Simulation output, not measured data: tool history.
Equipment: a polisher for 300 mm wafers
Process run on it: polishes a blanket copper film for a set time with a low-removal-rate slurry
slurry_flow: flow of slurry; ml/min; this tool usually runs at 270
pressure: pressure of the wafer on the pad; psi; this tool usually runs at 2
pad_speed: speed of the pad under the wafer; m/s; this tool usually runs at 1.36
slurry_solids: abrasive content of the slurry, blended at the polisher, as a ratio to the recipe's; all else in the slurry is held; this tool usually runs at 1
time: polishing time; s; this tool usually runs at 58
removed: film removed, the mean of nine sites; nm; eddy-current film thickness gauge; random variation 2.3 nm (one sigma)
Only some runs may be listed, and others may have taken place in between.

run	hour	slurry_flow	pressure	pad_speed	slurry_solids	time	incoming thickness of the incoming film, nm	removed
1	0	270	2	1.66	1	58	666.6	205.9
2	22.6	270	2	1.66	1	58	671.3	201.3
3	81.8	270	2	1.66	1	58	653.5	187
4	95.5	270	2	1.36	1	58	663.5	154
# hour 112.9: worn pad replaced by a new one
5	120.9	270	2	1.36	1	58	657.5	166.9
6	143	270	2	1.36	1	58	656.3	164.7
7	164.4	270	2.4	1.36	1	58	652.9	193.8
8	179.1	270	2	1.36	1	58	668.7	163.2
9	202.1	270	2	1.36	1	58	666	153.4
10	222	270	2	1.36	1	58	663.7	149.6
# hour 226.1: worn pad replaced by a new one
# hour 262.6: slurry blender recalibrated
11	270	270	2	1.36	1	58	665.4	166.5
12	295.8	300	2.5	1.36	1	58	666.4	200.6
13	315	270	2	1.8	1	58	665	201.7
14	340.5	270	2	1.36	1	58	653.6	158
# hour 352.5: worn pad replaced by a new one
15	371.2	350	1.3	1.36	1.2	58	663.6	124
# hour 383.1: slurry nozzle cleaned
16	388.7	270	2.4	1.36	1	58	656.2	195.7
17	423.6	270	2.6	1.04	1	58	658.2	161.3
18	455.5	270	1.4	1.36	1	58	666.7	113.3
19	489.3	270	2	1.36	0.8	58	659.1	144.4
# hour 494: worn pad replaced by a new one
# hour 501.6: head pressure recalibrated
20	502.9	270	2	1.18	1	65	667	167.6
21	588.3	270	1.7	0.98	0.8	73	673.7	120.6
22	603.4	270	2	1.76	1	58	658.1	193.6
23	627.6	270	1.3	1.36	1	48	669.9	83.4

Here are 4 independent what-if runs from the current tool condition. What would each one return?
A	628	355	2	1.36	1	58	654.4	?
B	628	180	2	1.68	1.15	43	654.4	?
C	628	270	1.5	0.94	1	58	654.4	?
D	628	330	2	1.36	1	58	654.4	?

run	removed
A	151.2
B	134.3
C	83.5
D	150.6
The same runs, with their run-to-run variation unchanged, on a tool lacking any hidden condition would have given:
run	removed
A	174
B	154.5
C	96.1
D	173.2

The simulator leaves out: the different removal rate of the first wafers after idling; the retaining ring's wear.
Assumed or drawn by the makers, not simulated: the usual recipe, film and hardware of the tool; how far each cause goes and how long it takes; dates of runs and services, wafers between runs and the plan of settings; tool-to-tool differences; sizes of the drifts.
